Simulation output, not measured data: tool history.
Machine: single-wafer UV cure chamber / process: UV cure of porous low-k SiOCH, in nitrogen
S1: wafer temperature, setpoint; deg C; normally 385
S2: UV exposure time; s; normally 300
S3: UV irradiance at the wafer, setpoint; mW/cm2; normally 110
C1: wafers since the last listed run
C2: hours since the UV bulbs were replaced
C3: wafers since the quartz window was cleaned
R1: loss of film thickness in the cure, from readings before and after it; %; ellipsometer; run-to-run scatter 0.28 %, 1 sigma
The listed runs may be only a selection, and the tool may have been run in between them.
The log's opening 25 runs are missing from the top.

{"run": 26, "hour": 1322.4, "S1": 398, "S2": 300, "S3": 125, "C1": 226, "C2": 442.9, "C3": 4491, "R1": 18.106}
{"hour": 1346.7, "done": "quartz window cleaned"}
{"run": 27, "hour": 1392.2, "S1": 385, "S2": 240, "S3": 110, "C1": 542, "C2": 512.7, "C3": 399, "R1": 15.368}
{"run": 28, "hour": 1449.8, "S1": 376, "S2": 455, "S3": 89, "C1": 505, "C2": 570.3, "C3": 905, "R1": 17.909}
{"run": 29, "hour": 1507.6, "S1": 385, "S2": 300, "S3": 110, "C1": 507, "C2": 628.1, "C3": 1413, "R1": 16.79}
{"run": 30, "hour": 1562.4, "S1": 379, "S2": 445, "S3": 141, "C1": 481, "C2": 682.9, "C3": 1894, "R1": 20.745}
{"run": 31, "hour": 1616.2, "S1": 392, "S2": 425, "S3": 110, "C1": 472, "C2": 736.7, "C3": 2367, "R1": 19.004}
{"run": 32, "hour": 1650.5, "S1": 385, "S2": 300, "S3": 75, "C1": 301, "C2": 771.0, "C3": 2668, "R1": 14.502}
{"run": 33, "hour": 1713.7, "S1": 398, "S2": 300, "S3": 110, "C1": 555, "C2": 834.2, "C3": 3223, "R1": 16.61}
{"hour": 1853.8, "done": "quartz window cleaned"}
{"run": 34, "hour": 1919.7, "S1": 385, "S2": 300, "S3": 110, "C1": 1739, "C2": 1040.2, "C3": 578, "R1": 16.472}
{"run": 35, "hour": 1989.0, "S1": 399, "S2": 150, "S3": 132, "C1": 608, "C2": 1109.5, "C3": 1187, "R1": 14.24}
{"run": 36, "hour": 2045.6, "S1": 385, "S2": 300, "S3": 110, "C1": 497, "C2": 1166.1, "C3": 1684, "R1": 16.477}
{"run": 37, "hour": 2071.5, "S1": 396, "S2": 150, "S3": 79, "C1": 227, "C2": 1192.0, "C3": 1912, "R1": 10.84}
{"run": 38, "hour": 2122.7, "S1": 378, "S2": 300, "S3": 110, "C1": 449, "C2": 1243.2, "C3": 2361, "R1": 16.493}
{"run": 39, "hour": 2168.2, "S1": 385, "S2": 300, "S3": 110, "C1": 399, "C2": 1288.7, "C3": 2761, "R1": 16.137}
{"hour": 2284.1, "done": "quartz window cleaned"}
{"run": 40, "hour": 2342.4, "S1": 403, "S2": 360, "S3": 139, "C1": 1459, "C2": 1462.9, "C3": 512, "R1": 18.902}
{"run": 41, "hour": 2413.9, "S1": 369, "S2": 150, "S3": 122, "C1": 628, "C2": 1534.4, "C3": 1140, "R1": 12.194}
{"run": 42, "hour": 2482.0, "S1": 366, "S2": 300, "S3": 110, "C1": 598, "C2": 1602.5, "C3": 1738, "R1": 15.278}

Consider 3 possible next runs. They are alternatives, not a sequence: every one starts from the tool as it was left by run 42. What does each give?
{"run": "A", "hour": 2482.5, "S1": 385, "S2": 300, "S3": 110, "C1": 4, "C2": 1603.0, "C3": 1742, "R1": "?"}
{"run": "B", "hour": 2482.5, "S1": 375, "S2": 300, "S3": 127, "C1": 4, "C2": 1603.0, "C3": 1742, "R1": "?"}
{"run": "C", "hour": 2482.5, "S1": 399, "S2": 185, "S3": 78, "C1": 4, "C2": 1603.0, "C3": 1742, "R1": "?"}

run=A R1=16.150
run=B R1=16.753
run=C R1=11.797
The same runs, with their run-to-run variation unchanged, on a tool lacking any hidden condition would have given:
run=A R1=17.735
run=B R1=18.350
run=C R1=13.282

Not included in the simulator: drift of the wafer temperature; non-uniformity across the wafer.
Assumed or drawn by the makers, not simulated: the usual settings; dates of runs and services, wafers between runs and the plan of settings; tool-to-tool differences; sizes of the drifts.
